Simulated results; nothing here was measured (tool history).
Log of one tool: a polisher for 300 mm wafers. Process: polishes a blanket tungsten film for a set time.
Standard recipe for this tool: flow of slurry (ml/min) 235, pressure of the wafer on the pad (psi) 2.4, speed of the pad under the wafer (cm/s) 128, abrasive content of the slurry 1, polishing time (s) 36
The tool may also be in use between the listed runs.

run,hour,flow of slurry (ml/min),pressure of the wafer on the pad (psi),speed of the pad under the wafer (cm/s),abrasive content of the slurry,polishing time (s),wafers since the last listed run,wafers polished on this pad,hours since the slurry nozzle was cleaned,hours since the head pressure was calibrated,hours since the slurry blender was calibrated,hours since the slurry got fresh peroxide,"incoming thickness of the incoming film, nm",film removed (Å)
1,0,235,2.4,128,1,36,0,3059,178.9,901.8,57.2,145.3,1400.3,1444
2,27.3,235,2.4,128,1,36,378,3438,206.2,929.1,84.5,172.6,1410.4,1467
# hour 45.4: worn pad replaced by a new one
# hour 73.3: slurry tank refilled with fresh slurry and peroxide
3,84.2,235,2.4,128,0.8,36,719,524,263.1,986,141.4,10.9,1422,1428
4,126.7,235,2.4,128,0.8,36,589,1113,305.6,1028.5,183.9,53.4,1416,1428
5,182.1,235,2.4,128,0.8,36,768,1881,361,1083.9,239.3,108.8,1437.9,1406
6,253.5,195,2.4,128,1,36,989,2871,432.4,1155.3,310.7,180.2,1425.4,1439
# hour 265.2: worn pad replaced by a new one
7,279,235,2.4,128,1,36,298,191,457.9,1180.8,336.2,205.7,1419.2,1452
# hour 306: slurry blender recalibrated
8,343,235,2.4,128,1,36,859,1051,521.9,1244.8,37,269.7,1446.1,1464
# hour 346.8: slurry tank refilled with fresh slurry and peroxide
9,392.7,235,2.4,128,1,36,675,1726,571.6,1294.5,86.7,45.9,1415.9,1456
# hour 486.7: head pressure recalibrated
# hour 496.9: worn pad replaced by a new one
10,512.1,235,2.1,128,1,36,1572,210,691,25.4,206.1,165.3,1433.3,1313
11,563.2,235,2.1,128,1,36,708,919,742.1,76.5,257.2,216.4,1428,1288
# hour 572.3: slurry tank refilled with fresh slurry and peroxide
12,633.6,235,2.4,128,1,36,962,1881,812.5,146.9,327.6,61.3,1448.7,1449
# hour 646.7: slurry blender recalibrated
13,665.2,235,2.8,160,1,36,410,2291,844.1,178.5,18.5,92.9,1429.8,2033
# hour 677.3: slurry nozzle cleaned
14,706.2,185,2.4,148,1,36,554,2846,28.9,219.5,59.5,133.9,1417.5,1611
15,730.2,235,2.4,128,1,46,332,3179,52.9,243.5,83.5,157.9,1420.4,1859
16,758.7,310,3.1,158,1,43,395,3574,81.4,272,112,186.4,1440.7,2718
# hour 763.9: worn pad replaced by a new one
17,794.3,300,2.4,128,1,36,438,420,117,307.6,147.6,222,1452.2,1475
# hour 822.4: slurry tank refilled with fresh slurry and peroxide
18,830.5,235,2.4,170,1.3,33,488,908,153.2,343.8,183.8,8.1,1417.9,1804
19,875.7,235,2.4,128,1,46,626,1535,198.4,389,229,53.3,1416.7,1867
20,945.9,180,2.4,128,0.8,46,973,2508,268.6,459.2,299.2,123.5,1409,1750
21,988.3,235,2.4,128,1,36,587,3096,311,501.6,341.6,165.9,1421.8,1462
# hour 999.1: worn pad replaced by a new one
# hour 1035.9: slurry blender recalibrated
# hour 1052.8: slurry tank refilled with fresh slurry and peroxide
22,1067.5,235,2.4,128,1,27,1000,907,390.2,580.8,31.6,14.7,1424.4,1072
23,1123.9,235,2.4,128,1,36,781,1689,446.6,637.2,88,71.1,1448.3,1457
24,1160,310,2.9,92,1.1,36,500,2189,482.7,673.3,124.1,107.2,1433.2,1355
25,1208.8,265,1.9,128,1,28,676,2866,531.5,722.1,172.9,156,1404.5,940

What differs in the tool's unlogged condition from the final listed run ahead of each entry between runs to the first listed run following it?
In the gap between runs 2 and 3: worn pad replaced by a new one (hour 45.4); slurry tank refilled with fresh slurry and peroxide (hour 73.3)
  no difference in the tool's unlogged condition between these two runs
In the gap between runs 6 and 7: worn pad replaced by a new one (hour 265.2)
  no difference in the tool's unlogged condition between these two runs
In the gap between runs 7 and 8: slurry blender recalibrated (hour 306)
  no difference in the tool's unlogged condition between these two runs
In the gap between runs 8 and 9: slurry tank refilled with fresh slurry and peroxide (hour 346.8)
  no difference in the tool's unlogged condition between these two runs
In the gap between runs 9 and 10: head pressure recalibrated (hour 486.7); worn pad replaced by a new one (hour 496.9)
  no difference in the tool's unlogged condition between these two runs
In the gap between runs 11 and 12: slurry tank refilled with fresh slurry and peroxide (hour 572.3)
  no difference in the tool's unlogged condition between these two runs
In the gap between runs 12 and 13: slurry blender recalibrated (hour 646.7)
  no difference in the tool's unlogged condition between these two runs
In the gap between runs 13 and 14: slurry nozzle cleaned (hour 677.3)
  no difference in the tool's unlogged condition between these two runs
In the gap between runs 16 and 17: worn pad replaced by a new one (hour 763.9)
  no difference in the tool's unlogged condition between these two runs
In the gap between runs 17 and 18: slurry tank refilled with fresh slurry and peroxide (hour 822.4)
  no difference in the tool's unlogged condition between these two runs
In the gap between runs 21 and 22: worn pad replaced by a new one (hour 999.1); slurry blender recalibrated (hour 1035.9); slurry tank refilled with fresh slurry and peroxide (hour 1052.8)
  no difference in the tool's unlogged condition between these two runs
